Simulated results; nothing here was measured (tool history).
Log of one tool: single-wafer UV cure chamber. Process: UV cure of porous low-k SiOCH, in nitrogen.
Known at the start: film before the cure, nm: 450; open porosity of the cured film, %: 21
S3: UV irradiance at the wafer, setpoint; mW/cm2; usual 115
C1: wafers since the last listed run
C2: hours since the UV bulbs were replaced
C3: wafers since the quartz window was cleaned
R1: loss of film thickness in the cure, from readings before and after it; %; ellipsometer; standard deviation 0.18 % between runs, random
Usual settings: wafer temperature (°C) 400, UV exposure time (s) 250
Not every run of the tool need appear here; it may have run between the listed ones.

Run 1, day 0: usual settings but S3 136 mW/cm2; C1 0; C2 539.6; C3 587. Result: R1 14.336 %.
Run 2, day 1.829: usual settings but S3 136 mW/cm2; C1 297; C2 583.5; C3 885. Result: R1 13.96 %.
Run 3, day 4.171: usual settings but S3 136 mW/cm2; C1 380; C2 639.7; C3 1266. Result: R1 14.068 %.
Run 4, day 17.054: usual settings; C1 2095; C2 948.9; C3 3361. Result: R1 12.508 %.
Run 5, day 21.1: usual settings; C1 658; C2 1046; C3 4020. Result: R1 12.682 %.
Run 6, day 23.925: usual settings but wafer temperature (°C) 391, S3 99 mW/cm2; C1 459; C2 1113.8; C3 4479. Result: R1 11.814 %.
Run 7, day 27.854: usual settings but wafer temperature (°C) 391, S3 99 mW/cm2; C1 639; C2 1208.1; C3 5118. Result: R1 11.833 %.
At day 29.483: quartz window cleaned.
Run 8, day 31.525: usual settings but UV exposure time (s) 330, S3 134 mW/cm2; C1 542; C2 1296.2; C3 331. Result: R1 15.751 %.
Run 9, day 35.362: usual settings; C1 624; C2 1388.3; C3 956. Result: R1 13.502 %.
Run 10, day 38.975: usual settings; C1 587; C2 1475; C3 1543. Result: R1 12.978 %.
At day 39.433: UV bulbs replaced.
Run 11, day 43.292: usual settings but wafer temperature (°C) 389; C1 647; C2 92.6; C3 2191. Result: R1 12.614 %.
Run 12, day 46.333: usual settings but wafer temperature (°C) 389; C1 494; C2 165.6; C3 2686. Result: R1 12.526 %.
Run 13, day 50.775: usual settings; C1 722; C2 272.2; C3 3409. Result: R1 12.862 %.
Run 14, day 52.738: usual settings; C1 319; C2 319.3; C3 3728. Result: R1 12.983 %.
Run 15, day 54.383: usual settings; C1 267; C2 358.8; C3 3996. Result: R1 12.54 %.
Run 16, day 56.004: usual settings but UV exposure time (s) 215; C1 263; C2 397.7; C3 4259. Result: R1 12.009 %.
At day 57.783: quartz window cleaned.
Run 17, day 58.367: usual settings but S3 127 mW/cm2; C1 330; C2 454.4; C3 94. Result: R1 14.636 %.
Run 18, day 62.7: usual settings but S3 127 mW/cm2; C1 704; C2 558.4; C3 799. Result: R1 14.226 %.
Run 19, day 64.925: usual settings but S3 127 mW/cm2; C1 361; C2 611.8; C3 1161. Result: R1 14.15 %.
Run 20, day 66.517: usual settings; C1 258; C2 650; C3 1420. Result: R1 13.538 %.
Run 21, day 69.538: usual settings; C1 491; C2 722.5; C3 1911. Result: R1 13.034 %.
Run 22, day 71.871: usual settings; C1 379; C2 778.5; C3 2291. Result: R1 12.709 %.
Run 23, day 74.229: usual settings but wafer temperature (°C) 390, S3 104 mW/cm2; C1 383; C2 835.1; C3 2674. Result: R1 12.229 %.
Run 24, day 78.283: usual settings; C1 659; C2 932.4; C3 3334. Result: R1 13.031 %.
Run 25, day 82.404: usual settings but wafer temperature (°C) 409, UV exposure time (s) 290, S3 85 mW/cm2; C1 670; C2 1031.3; C3 4004. Result: R1 12.413 %.
Run 26, day 84.967: usual settings but wafer temperature (°C) 390, UV exposure time (s) 120; C1 416; C2 1092.8; C3 4421. Result: R1 8.966 %.
Run 27, day 87.496: usual settings but wafer temperature (°C) 406; C1 411; C2 1153.5; C3 4833. Result: R1 13.158 %.
Run 28, day 91.617: usual settings but UV exposure time (s) 375, S3 141 mW/cm2; C1 670; C2 1252.4; C3 5503. Result: R1 16.078 %.
At day 93.096: quartz window cleaned.
Run 29, day 95.65: usual settings but wafer temperature (°C) 390, UV exposure time (s) 120, S3 144 mW/cm2; C1 601; C2 1349.2; C3 415. Result: R1 11.032 %.
Run 30, day 97.621: usual settings; C1 320; C2 1396.5; C3 736. Result: R1 13.514 %.
Run 31, day 102.067: usual settings but S3 127 mW/cm2; C1 723; C2 1503.2; C3 1459. Result: R1 13.392 %.
Run 32, day 103.846: usual settings but wafer temperature (°C) 411, UV exposure time (s) 155, S3 139 mW/cm2; C1 289; C2 1545.9; C3 1748. Result: R1 11.806 %.
Run 33, day 108.158: usual settings but wafer temperature (°C) 380, S3 78 mW/cm2; C1 701; C2 1649.4; C3 2450. Result: R1 10.452 %.
At day 111.496: UV bulbs replaced.
Run 34, day 112.038: usual settings; C1 576; C2 13; C3 3027. Result: R1 12.984 %.
Run 35, day 116.054: usual settings; C1 653; C2 109.4; C3 3680. Result: R1 13.045 %.
Run 36, day 118.875: usual settings but wafer temperature (°C) 409, UV exposure time (s) 345, S3 155 mW/cm2; C1 458; C2 177.1; C3 4139. Result: R1 16.464 %.
Run 37, day 121.571: usual settings; C1 438; C2 241.8; C3 4577. Result: R1 12.925 %.
Run 38, day 123.158: usual settings but wafer temperature (°C) 406; C1 258; C2 279.9; C3 4836. Result: R1 12.791 %.
At day 123.725: quartz window cleaned.
Run 39, day 132.996: usual settings but wafer temperature (°C) 395, UV exposure time (s) 165, S3 87 mW/cm2; C1 1546; C2 516; C3 1507. Result: R1 9.42 %.
Run 40, day 139.712: usual settings but wafer temperature (°C) 415, S3 80 mW/cm2; C1 1092; C2 677.2; C3 2600. Result: R1 11.368 %.
Run 41, day 143.2: usual settings but UV exposure time (s) 325; C1 567; C2 760.9; C3 3167. Result: R1 14.015 %.
Run 42, day 145.946: usual settings but wafer temperature (°C) 415, UV exposure time (s) 110, S3 146 mW/cm2; C1 446; C2 826.8; C3 3614. Result: R1 10.062 %.
Run 43, day 148.808: usual settings; C1 465; C2 895.5; C3 4080. Result: R1 12.451 %.
Run 44, day 151.412: usual settings but wafer temperature (°C) 415, UV exposure time (s) 140, S3 154 mW/cm2; C1 423; C2 958; C3 4503. Result: R1 11.472 %.
At day 153.246: quartz window cleaned.
Run 45, day 155.067: usual settings but wafer temperature (°C) 415, UV exposure time (s) 395, S3 92 mW/cm2; C1 540; C2 1045.7; C3 295. Result: R1 15.255 %.

How would selected steps in R1 from run to run divide? Give the signed amount a tool lacking its hidden state would still show from settings, what came in and random variation, and the signed amount left for the hidden state, including any gauge scatter that is not in both of the compared results.
Unlogged tool condition in this case: lamp output below its setpoint, %; transmission lost against a clean window, %.
Run 16 -> 17: UV exposure time (s) 215 -> 250, S3 115 -> 127, quartz window cleaned. R1 +2.627 %: hidden state +1.063, all else +1.564.
Run 26 -> 27: wafer temperature (°C) 390 -> 406, UV exposure time (s) 120 -> 250. R1 +4.192 %: hidden state -0.152, all else +4.344.
Run 28 -> 29: wafer temperature (°C) 400 -> 390, UV exposure time (s) 375 -> 120, S3 141 -> 144, quartz window cleaned. R1 -5.046 %: hidden state +1.001, all else -6.047.
Run 41 -> 42: wafer temperature (°C) 400 -> 415, UV exposure time (s) 325 -> 110, S3 115 -> 146. R1 -3.953 %: hidden state +0.05, all else -4.003.
Run 44 -> 45: UV exposure time (s) 140 -> 395, S3 154 -> 92, quartz window cleaned. R1 +3.783 %: hidden state +1.096, all else +2.687.
